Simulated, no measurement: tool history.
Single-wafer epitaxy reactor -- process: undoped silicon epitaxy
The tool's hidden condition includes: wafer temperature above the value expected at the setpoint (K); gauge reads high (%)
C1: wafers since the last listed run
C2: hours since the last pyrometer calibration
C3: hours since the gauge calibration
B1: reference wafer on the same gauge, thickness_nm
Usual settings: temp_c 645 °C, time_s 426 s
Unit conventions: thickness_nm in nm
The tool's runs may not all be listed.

{"run": 1, "hour": 0.0, "temp_c": 645, "time_s": 426, "C1": 0, "C2": 1808.6, "C3": 164.5, "B1": 55.179, "thickness_nm": 69.337}
{"run": 2, "hour": 16.2, "temp_c": 641, "time_s": 492, "C1": 44, "C2": 1824.8, "C3": 180.7, "B1": 55.21, "thickness_nm": 73.562}
{"run": 3, "hour": 51.2, "temp_c": 645, "time_s": 407, "C1": 96, "C2": 1859.8, "C3": 215.7, "B1": 55.235, "thickness_nm": 65.555}
{"run": 4, "hour": 65.9, "temp_c": 645, "time_s": 426, "C1": 40, "C2": 1874.5, "C3": 230.4, "B1": 55.079, "thickness_nm": 69.447}
{"run": 5, "hour": 93.5, "temp_c": 645, "time_s": 426, "C1": 76, "C2": 1902.1, "C3": 258, "B1": 55.17, "thickness_nm": 68.831}
{"run": 6, "hour": 118.3, "temp_c": 654, "time_s": 426, "C1": 68, "C2": 1926.9, "C3": 282.8, "B1": 55.156, "thickness_nm": 82.009}
{"hour": 184.6, "done": "gauge calibrated"}
{"run": 7, "hour": 217.8, "temp_c": 645, "time_s": 426, "C1": 274, "C2": 2026.4, "C3": 33.2, "B1": 55.19, "thickness_nm": 69.231}
{"run": 8, "hour": 234.5, "temp_c": 645, "time_s": 426, "C1": 46, "C2": 2043.1, "C3": 49.9, "B1": 55.252, "thickness_nm": 69.416}
{"hour": 250.9, "done": "pyrometer calibrated"}
{"run": 9, "hour": 251.4, "temp_c": 645, "time_s": 426, "C1": 24, "C2": 0.5, "C3": 66.8, "B1": 55.148, "thickness_nm": 63.493}
{"run": 10, "hour": 288.3, "temp_c": 645, "time_s": 426, "C1": 101, "C2": 37.4, "C3": 103.7, "B1": 55.254, "thickness_nm": 63.828}
{"run": 11, "hour": 310.1, "temp_c": 654, "time_s": 393, "C1": 60, "C2": 59.2, "C3": 125.5, "B1": 55.192, "thickness_nm": 69.983}
{"run": 12, "hour": 336.2, "temp_c": 638, "time_s": 508, "C1": 71, "C2": 85.3, "C3": 151.6, "B1": 55.194, "thickness_nm": 67.213}
{"run": 13, "hour": 389.4, "temp_c": 645, "time_s": 392, "C1": 146, "C2": 138.5, "C3": 204.8, "B1": 55.192, "thickness_nm": 59.723}
{"run": 14, "hour": 412.4, "temp_c": 639, "time_s": 496, "C1": 63, "C2": 161.5, "C3": 227.8, "B1": 55.16, "thickness_nm": 67.344}
{"run": 15, "hour": 433.3, "temp_c": 645, "time_s": 426, "C1": 57, "C2": 182.4, "C3": 248.7, "B1": 55.261, "thickness_nm": 65.515}
{"run": 16, "hour": 464.0, "temp_c": 654, "time_s": 469, "C1": 84, "C2": 213.1, "C3": 279.4, "B1": 55.185, "thickness_nm": 85.717}
{"run": 17, "hour": 485.5, "temp_c": 645, "time_s": 451, "C1": 59, "C2": 234.6, "C3": 300.9, "B1": 55.14, "thickness_nm": 69.603}
{"run": 18, "hour": 515.2, "temp_c": 638, "time_s": 370, "C1": 81, "C2": 264.3, "C3": 330.6, "B1": 55.133, "thickness_nm": 50.311}
{"run": 19, "hour": 542.4, "temp_c": 653, "time_s": 401, "C1": 75, "C2": 291.5, "C3": 357.8, "B1": 55.166, "thickness_nm": 72.503}

4 options for the next run, each taken on its own from the tool as it stands now. Forecast them:
{"run": "A", "hour": 542.9, "temp_c": 645, "time_s": 426, "C1": 1, "C2": 292, "C3": 358.3, "B1": "?", "thickness_nm": "?"}
{"run": "B", "hour": 542.9, "temp_c": 654, "time_s": 366, "C1": 1, "C2": 292, "C3": 358.3, "B1": "?", "thickness_nm": "?"}
{"run": "C", "hour": 542.9, "temp_c": 652, "time_s": 404, "C1": 1, "C2": 292, "C3": 358.3, "B1": "?", "thickness_nm": "?"}
{"run": "D", "hour": 542.9, "temp_c": 660, "time_s": 464, "C1": 1, "C2": 292, "C3": 358.3, "B1": "?", "thickness_nm": "?"}

run=A B1=55.158 thickness_nm=65.946
run=B B1=55.158 thickness_nm=67.298
run=C B1=55.158 thickness_nm=71.516
run=D B1=55.158 thickness_nm=95.534
With the hidden condition removed and each run's random variation left untouched, the same runs would have given:
run=A thickness_nm=62.682
run=B thickness_nm=64.021
run=C thickness_nm=68.021
run=D thickness_nm=90.934
